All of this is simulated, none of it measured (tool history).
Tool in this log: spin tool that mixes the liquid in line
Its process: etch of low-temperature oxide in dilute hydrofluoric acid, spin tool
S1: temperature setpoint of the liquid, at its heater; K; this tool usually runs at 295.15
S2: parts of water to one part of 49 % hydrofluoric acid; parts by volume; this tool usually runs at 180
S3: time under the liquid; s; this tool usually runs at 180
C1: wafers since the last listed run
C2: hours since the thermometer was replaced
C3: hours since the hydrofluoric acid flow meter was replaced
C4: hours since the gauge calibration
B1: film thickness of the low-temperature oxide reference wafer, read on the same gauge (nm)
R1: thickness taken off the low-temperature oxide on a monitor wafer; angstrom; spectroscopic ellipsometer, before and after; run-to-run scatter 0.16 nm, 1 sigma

Run 1, hour 0: usual settings; C1 0; C2 958.2; C3 78.4; C4 568.3; B1 31.6. Result: R1 219.4 angstrom.
Run 2, hour 62.9: usual settings; C1 684; C2 1021.1; C3 141.3; C4 631.2; B1 31.7. Result: R1 220.5 angstrom.
Run 3, hour 145.6: usual settings but S1 296.15 K; C1 899; C2 1103.8; C3 224; C4 713.9; B1 31.81. Result: R1 234.1 angstrom.
Run 4, hour 229: usual settings but S1 296.15 K; C1 907; C2 1187.2; C3 307.4; C4 797.3; B1 31.93. Result: R1 233.3 angstrom.
Run 5, hour 287.9: usual settings; C1 640; C2 1246.1; C3 366.3; C4 856.2; B1 31.99. Result: R1 225.1 angstrom.
Run 6, hour 337.3: usual settings; C1 537; C2 1295.5; C3 415.7; C4 905.6; B1 32.03. Result: R1 221.6 angstrom.
At hour 376.3: hydrofluoric acid flow meter replaced.
Run 7, hour 400.2: usual settings; C1 673; C2 1358.4; C3 23.9; C4 968.5; B1 32.13. Result: R1 223.7 angstrom.
Run 8, hour 708.8: usual settings; C1 3356; C2 1667; C3 332.5; C4 1277.1; B1 32.3. Result: R1 227.6 angstrom.
Run 9, hour 798: usual settings; C1 970; C2 1756.2; C3 421.7; C4 1366.3; B1 32.34. Result: R1 225.2 angstrom.
At hour 865.6: hydrofluoric acid flow meter replaced.
Run 10, hour 884.2: usual settings; C1 926; C2 1842.4; C3 18.6; C4 1452.5; B1 32.4. Result: R1 226.6 angstrom.
Run 11, hour 946.4: usual settings but S1 298.65 K; C1 676; C2 1904.6; C3 80.8; C4 1514.7; B1 32.4. Result: R1 257.3 angstrom.
Run 12, hour 1045.4: usual settings but S1 298.65 K; C1 1076; C2 2003.6; C3 179.8; C4 1613.7; B1 32.43. Result: R1 258.8 angstrom.
At hour 1117.6: thermometer replaced.
Run 13, hour 1142: usual settings but S1 298.15 K, S2 130 parts by volume, S3 150 s; C1 1039; C2 24.4; C3 276.4; C4 1710.3; B1 32.44. Result: R1 309 angstrom.
At hour 1238.5: gauge calibrated.
Run 14, hour 1242.4: usual settings but S2 215 parts by volume; C1 1091; C2 124.8; C3 376.8; C4 3.9; B1 29.95. Result: R1 168 angstrom.
At hour 1310.5: hydrofluoric acid flow meter replaced.
Run 15, hour 1324.2: usual settings but S1 299.15 K, S2 115 parts by volume; C1 878; C2 206.6; C3 13.7; C4 85.7; B1 30.24. Result: R1 418.6 angstrom.
Run 16, hour 1373: usual settings but S3 245 s; C1 530; C2 255.4; C3 62.5; C4 134.5; B1 30.34. Result: R1 288.9 angstrom.
Run 17, hour 1456.7: usual settings but S1 298.65 K, S3 110 s; C1 910; C2 339.1; C3 146.2; C4 218.2; B1 30.64. Result: R1 147.9 angstrom.
Run 18, hour 1510.8: usual settings; C1 588; C2 393.2; C3 200.3; C4 272.3; B1 30.8. Result: R1 214.8 angstrom.
Run 19, hour 1570.8: usual settings but S2 205 parts by volume, S3 145 s; C1 652; C2 453.2; C3 260.3; C4 332.3; B1 30.89. Result: R1 145.9 angstrom.
Run 20, hour 1668.2: usual settings; C1 1059; C2 550.6; C3 357.7; C4 429.7; B1 31.12. Result: R1 214.8 angstrom.
At hour 1707.7: hydrofluoric acid flow meter replaced.
Run 21, hour 1859: usual settings but S1 298.15 K, S2 240 parts by volume, S3 245 s; C1 2064; C2 741.4; C3 151.3; C4 620.5; B1 31.4. Result: R1 234.8 angstrom.
Run 22, hour 1904.6: usual settings but S1 291.15 K, S2 230 parts by volume; C1 495; C2 787; C3 196.9; C4 666.1; B1 31.5. Result: R1 139.7 angstrom.
Run 23, hour 1956.7: usual settings but S1 291.65 K, S2 110 parts by volume; C1 566; C2 839.1; C3 249; C4 718.2; B1 31.6. Result: R1 340 angstrom.
Run 24, hour 1994: usual settings; C1 405; C2 876.4; C3 286.3; C4 755.5; B1 31.64. Result: R1 220.9 angstrom.

Branching from run 24: 3 alternative next runs. What would each branch give?
Run A, hour 1994.5: usual settings but S3 90 s; C1 5; C2 876.9; C3 286.8; C4 756; B1 ?. Result: R1 ?.
Run B, hour 1994.5: usual settings but S2 100 parts by volume, S3 125 s; C1 5; C2 876.9; C3 286.8; C4 756; B1 ?. Result: R1 ?.
Run C, hour 1994.5: usual settings but S3 260 s; C1 5; C2 876.9; C3 286.8; C4 756; B1 ?. Result: R1 ?.

run    B1     R1
  A  31.6  110.8
  B  31.6  302.7
  C  31.6  320.2
With the hidden condition removed and each run's random variation left untouched, the same runs would have given:
run     R1
  A  105.1
  B  287.2
  C  303.7
